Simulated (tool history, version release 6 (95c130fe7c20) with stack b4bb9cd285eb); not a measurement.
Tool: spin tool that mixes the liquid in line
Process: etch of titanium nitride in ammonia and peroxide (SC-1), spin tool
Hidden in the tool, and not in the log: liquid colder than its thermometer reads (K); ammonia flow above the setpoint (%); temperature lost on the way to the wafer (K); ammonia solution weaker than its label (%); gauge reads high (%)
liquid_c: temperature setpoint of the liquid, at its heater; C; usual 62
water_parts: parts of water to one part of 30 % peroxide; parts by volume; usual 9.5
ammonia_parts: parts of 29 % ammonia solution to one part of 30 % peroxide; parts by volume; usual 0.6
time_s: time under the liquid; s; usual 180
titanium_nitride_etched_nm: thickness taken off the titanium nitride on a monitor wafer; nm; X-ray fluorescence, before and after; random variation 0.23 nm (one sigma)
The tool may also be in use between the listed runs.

run	hour	liquid_c	water_parts	ammonia_parts	time_s	wafers since the last listed run	hours since the thermometer was replaced	hours since the ammonia flow meter was replaced	hours since the heated supply line was repaired	hours since the drum of ammonia solution was connected	hours since the gauge calibration	read-back film thickness of the titanium nitride reference wafer, read on the same gauge (nm)	titanium_nitride_etched_nm
1	0	62	9.5	0.6	180	0	282.6	316.6	440.2	450.3	2633.4	100.02	22.7
2	64.8	62	6	0.85	130	445	347.4	381.4	505	515.1	2698.2	100	21.03
3	128.6	57	7.5	0.45	75	438	411.2	445.2	568.8	578.9	2762	99.98	7.26
4	216.9	62	5.5	0.4	180	606	499.5	533.5	657.1	667.2	2850.3	100.01	26.95
5	258.2	62	9.5	0.8	180	283	540.8	574.8	698.4	708.5	2891.6	100.02	22.16
6	328.8	62	14	0.6	180	485	611.4	645.4	769	779.1	2962.2	100.02	17.54
7	418.7	62	6.5	0.4	180	617	701.3	735.3	858.9	869	3052.1	100.01	23.45
# hour 434.5: thermometer replaced
# hour 463.7: gauge calibrated
8	512.8	59.5	9.5	0.6	180	639	78.3	829.4	953	963.1	49.1	99.97	19.8
# hour 578.7: new drum of ammonia solution connected
9	614	62	6	0.6	180	688	179.5	930.6	1054.2	35.3	150.3	100.02	28.74
10	707.8	57	9.5	0.6	180	644	273.3	1024.4	1148	129.1	244.1	100	16.16
11	986.9	62	9.5	0.6	180	1918	552.4	1303.5	1427.1	408.2	523.2	99.97	21.04
12	1041.6	62	9.5	0.8	160	375	607.1	1358.2	1481.8	462.9	577.9	99.99	20
13	1135.6	62	9.5	0.6	180	646	701.1	1452.2	1575.8	556.9	671.9	99.99	21.27
14	1208.1	62	9.5	0.6	125	498	773.6	1524.7	1648.3	629.4	744.4	99.98	14.38
15	1295.4	62	9.5	0.6	180	600	860.9	1612	1735.6	716.7	831.7	99.98	20.12
# hour 1306: thermometer replaced
16	1375.5	62	9.5	0.6	180	543	69.5	1692.1	1815.7	796.8	911.8	100.01	22.76
17	1413.9	62	9.5	0.7	70	263	107.9	1730.5	1854.1	835.2	950.2	100.01	8.98
18	1459.1	62	9.5	0.7	235	310	153.1	1775.7	1899.3	880.4	995.4	100.01	29.87
19	1516.4	62	9.5	0.6	180	393	210.4	1833	1956.6	937.7	1052.7	100	22.23
20	1607.4	62	12	0.4	180	625	301.4	1924	2047.6	1028.7	1143.7	100	17.84
21	1650.1	62	9.5	0.6	120	293	344.1	1966.7	2090.3	1071.4	1186.4	99.99	14.53

Run 22 comes next. What will it give?
# hour 1710.6: new drum of ammonia solution connected
22	1721.4	62	6.5	0.6	180	483	415.4	2038	2161.6	10.8	1257.7	?	?

Run 22 gave read-back film thickness of the titanium nitride reference wafer, read on the same gauge (nm) 100.01, titanium_nitride_etched_nm 25.31 nm.
Without the tool's hidden state the same run would have given titanium_nitride_etched_nm 29.62 nm.

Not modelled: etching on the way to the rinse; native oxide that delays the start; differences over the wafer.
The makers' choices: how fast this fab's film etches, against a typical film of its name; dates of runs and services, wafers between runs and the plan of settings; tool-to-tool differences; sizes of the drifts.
